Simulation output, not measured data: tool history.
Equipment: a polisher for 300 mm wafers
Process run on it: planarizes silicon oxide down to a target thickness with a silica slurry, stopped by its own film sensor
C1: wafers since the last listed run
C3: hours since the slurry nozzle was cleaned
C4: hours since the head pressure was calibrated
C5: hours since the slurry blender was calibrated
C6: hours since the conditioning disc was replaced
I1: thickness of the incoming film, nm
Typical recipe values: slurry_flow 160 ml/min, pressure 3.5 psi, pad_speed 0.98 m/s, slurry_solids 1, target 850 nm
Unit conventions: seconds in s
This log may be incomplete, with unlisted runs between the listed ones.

{"run": 1, "hour": 0.0, "slurry_flow": 160, "pressure": 3.5, "pad_speed": 0.98, "slurry_solids": 0.8, "target": 850, "C1": 0, "wafers polished on this pad": 316, "C3": 135.5, "C4": 508, "C5": 233.3, "C6": 61.3, "I1": 1104.3, "seconds": 110.1}
{"run": 2, "hour": 30.1, "slurry_flow": 160, "pressure": 3.5, "pad_speed": 0.98, "slurry_solids": 1, "target": 850, "C1": 254, "wafers polished on this pad": 570, "C3": 165.6, "C4": 538.1, "C5": 263.4, "C6": 91.4, "I1": 1094, "seconds": 99.6}
{"run": 3, "hour": 81.1, "slurry_flow": 160, "pressure": 3.5, "pad_speed": 0.98, "slurry_solids": 1, "target": 850, "C1": 431, "wafers polished on this pad": 1002, "C3": 216.6, "C4": 589.1, "C5": 314.4, "C6": 142.4, "I1": 1090.5, "seconds": 97.4}
{"run": 4, "hour": 127.1, "slurry_flow": 160, "pressure": 3.5, "pad_speed": 0.98, "slurry_solids": 1, "target": 850, "C1": 389, "wafers polished on this pad": 1392, "C3": 262.6, "C4": 635.1, "C5": 360.4, "C6": 188.4, "I1": 1090.8, "seconds": 101.8}
{"hour": 131.0, "done": "slurry blender recalibrated"}
{"hour": 160.3, "done": "slurry nozzle cleaned"}
{"run": 5, "hour": 191.5, "slurry_flow": 160, "pressure": 3.5, "pad_speed": 1.12, "slurry_solids": 1.15, "target": 850, "C1": 519, "wafers polished on this pad": 1911, "C3": 31.2, "C4": 699.5, "C5": 60.5, "C6": 252.8, "I1": 1104.3, "seconds": 82.1}
{"hour": 214.6, "done": "worn pad replaced by a new one"}
{"run": 6, "hour": 240.6, "slurry_flow": 160, "pressure": 3.5, "pad_speed": 1.12, "slurry_solids": 1.15, "target": 850, "C1": 381, "wafers polished on this pad": 220, "C3": 80.3, "C4": 748.6, "C5": 109.6, "C6": 301.9, "I1": 1090.7, "seconds": 79}
{"hour": 244.9, "done": "conditioning disc replaced and pad reconditioned"}
{"run": 7, "hour": 302.1, "slurry_flow": 160, "pressure": 3.5, "pad_speed": 1.12, "slurry_solids": 1.15, "target": 850, "C1": 503, "wafers polished on this pad": 723, "C3": 141.8, "C4": 810.1, "C5": 171.1, "C6": 57.2, "I1": 1098.3, "seconds": 84.8}
{"run": 8, "hour": 370.8, "slurry_flow": 160, "pressure": 3.5, "pad_speed": 0.98, "slurry_solids": 1, "target": 850, "C1": 581, "wafers polished on this pad": 1305, "C3": 210.5, "C4": 878.8, "C5": 239.8, "C6": 125.9, "I1": 1090.5, "seconds": 94.9}
{"run": 9, "hour": 421.6, "slurry_flow": 160, "pressure": 3.5, "pad_speed": 0.98, "slurry_solids": 1, "target": 850, "C1": 430, "wafers polished on this pad": 1735, "C3": 261.3, "C4": 929.6, "C5": 290.6, "C6": 176.7, "I1": 1086.2, "seconds": 96}
{"run": 10, "hour": 457.8, "slurry_flow": 160, "pressure": 3.5, "pad_speed": 0.98, "slurry_solids": 1, "target": 850, "C1": 306, "wafers polished on this pad": 2042, "C3": 297.5, "C4": 965.8, "C5": 326.8, "C6": 212.9, "I1": 1111.7, "seconds": 108}
{"hour": 469.0, "done": "worn pad replaced by a new one"}
{"hour": 518.3, "done": "slurry blender recalibrated"}
{"run": 11, "hour": 526.1, "slurry_flow": 160, "pressure": 3.5, "pad_speed": 1.1, "slurry_solids": 1, "target": 826, "C1": 527, "wafers polished on this pad": 466, "C3": 365.8, "C4": 1034.1, "C5": 7.8, "C6": 281.2, "I1": 1098, "seconds": 95.5}
{"hour": 539.9, "done": "slurry nozzle cleaned"}
{"run": 12, "hour": 581.2, "slurry_flow": 160, "pressure": 2.6, "pad_speed": 1.16, "slurry_solids": 1, "target": 850, "C1": 458, "wafers polished on this pad": 924, "C3": 41.3, "C4": 1089.2, "C5": 62.9, "C6": 336.3, "I1": 1097.8, "seconds": 113.6}
{"run": 13, "hour": 621.7, "slurry_flow": 160, "pressure": 3.5, "pad_speed": 0.98, "slurry_solids": 1, "target": 850, "C1": 342, "wafers polished on this pad": 1267, "C3": 81.8, "C4": 1129.7, "C5": 103.4, "C6": 376.8, "I1": 1107.5, "seconds": 100.6}
{"hour": 628.6, "done": "conditioning disc replaced and pad reconditioned"}
{"run": 14, "hour": 660.6, "slurry_flow": 160, "pressure": 3.5, "pad_speed": 0.98, "slurry_solids": 1, "target": 799, "C1": 312, "wafers polished on this pad": 1580, "C3": 120.7, "C4": 1168.6, "C5": 142.3, "C6": 32, "I1": 1103.8, "seconds": 122}
{"hour": 695.2, "done": "worn pad replaced by a new one, of another model than before"}
{"run": 15, "hour": 794.9, "slurry_flow": 145, "pressure": 3.5, "pad_speed": 0.98, "slurry_solids": 0.75, "target": 850, "C1": 1103, "wafers polished on this pad": 843, "C3": 255, "C4": 1302.9, "C5": 276.6, "C6": 166.3, "I1": 1108.9, "seconds": 123.3}
{"hour": 844.1, "done": "slurry nozzle cleaned"}
{"hour": 919.2, "done": "worn pad replaced by a new one"}
{"hour": 932.9, "done": "head pressure recalibrated"}
{"hour": 953.9, "done": "conditioning disc replaced and pad reconditioned"}
{"hour": 973.0, "done": "slurry blender recalibrated"}
{"run": 16, "hour": 975.9, "slurry_flow": 160, "pressure": 4.5, "pad_speed": 0.98, "slurry_solids": 1, "target": 850, "C1": 1439, "wafers polished on this pad": 429, "C3": 131.8, "C4": 43, "C5": 2.9, "C6": 22, "I1": 1080.9, "seconds": 74.5}
{"run": 17, "hour": 1014.8, "slurry_flow": 160, "pressure": 3.5, "pad_speed": 0.98, "slurry_solids": 1, "target": 850, "C1": 329, "wafers polished on this pad": 758, "C3": 170.7, "C4": 81.9, "C5": 41.8, "C6": 60.9, "I1": 1114.4, "seconds": 98.6}
{"run": 18, "hour": 1084.0, "slurry_flow": 200, "pressure": 3.5, "pad_speed": 0.64, "slurry_solids": 1, "target": 850, "C1": 585, "wafers polished on this pad": 1344, "C3": 239.9, "C4": 151.1, "C5": 111, "C6": 130.1, "I1": 1112.5, "seconds": 120.3}
{"hour": 1138.8, "done": "slurry nozzle cleaned"}
{"run": 19, "hour": 1152.8, "slurry_flow": 160, "pressure": 3.5, "pad_speed": 0.98, "slurry_solids": 1, "target": 850, "C1": 574, "wafers polished on this pad": 1918, "C3": 14, "C4": 219.9, "C5": 179.8, "C6": 198.9, "I1": 1121.6, "seconds": 106.3}
{"hour": 1157.9, "done": "worn pad replaced by a new one"}
{"run": 20, "hour": 1223.4, "slurry_flow": 160, "pressure": 4.1, "pad_speed": 0.98, "slurry_solids": 1.25, "target": 814, "C1": 563, "wafers polished on this pad": 554, "C3": 84.6, "C4": 290.5, "C5": 250.4, "C6": 269.5, "I1": 1093.1, "seconds": 92.5}

3 ways to go on from here, each from the tool as it stands after run 20. What would each give?
{"run": "A", "hour": 1223.9, "slurry_flow": 160, "pressure": 3.5, "pad_speed": 0.98, "slurry_solids": 1, "target": 850, "C1": 4, "wafers polished on this pad": 558, "C3": 85.1, "C4": 291, "C5": 250.9, "C6": 270, "I1": 1115.7, "seconds": "?"}
{"run": "B", "hour": 1223.9, "slurry_flow": 160, "pressure": 3.5, "pad_speed": 1.26, "slurry_solids": 0.75, "target": 910, "C1": 4, "wafers polished on this pad": 558, "C3": 85.1, "C4": 291, "C5": 250.9, "C6": 270, "I1": 1115.7, "seconds": "?"}
{"run": "C", "hour": 1223.9, "slurry_flow": 145, "pressure": 2.5, "pad_speed": 1.14, "slurry_solids": 1, "target": 876, "C1": 4, "wafers polished on this pad": 558, "C3": 85.1, "C4": 291, "C5": 250.9, "C6": 270, "I1": 1115.7, "seconds": "?"}

run=A seconds=107.1
run=B seconds=78.3
run=C seconds=109.3
Had the tool no hidden state, the same runs would have come out as:
run=A seconds=99.5
run=B seconds=72.2
run=C seconds=101.4

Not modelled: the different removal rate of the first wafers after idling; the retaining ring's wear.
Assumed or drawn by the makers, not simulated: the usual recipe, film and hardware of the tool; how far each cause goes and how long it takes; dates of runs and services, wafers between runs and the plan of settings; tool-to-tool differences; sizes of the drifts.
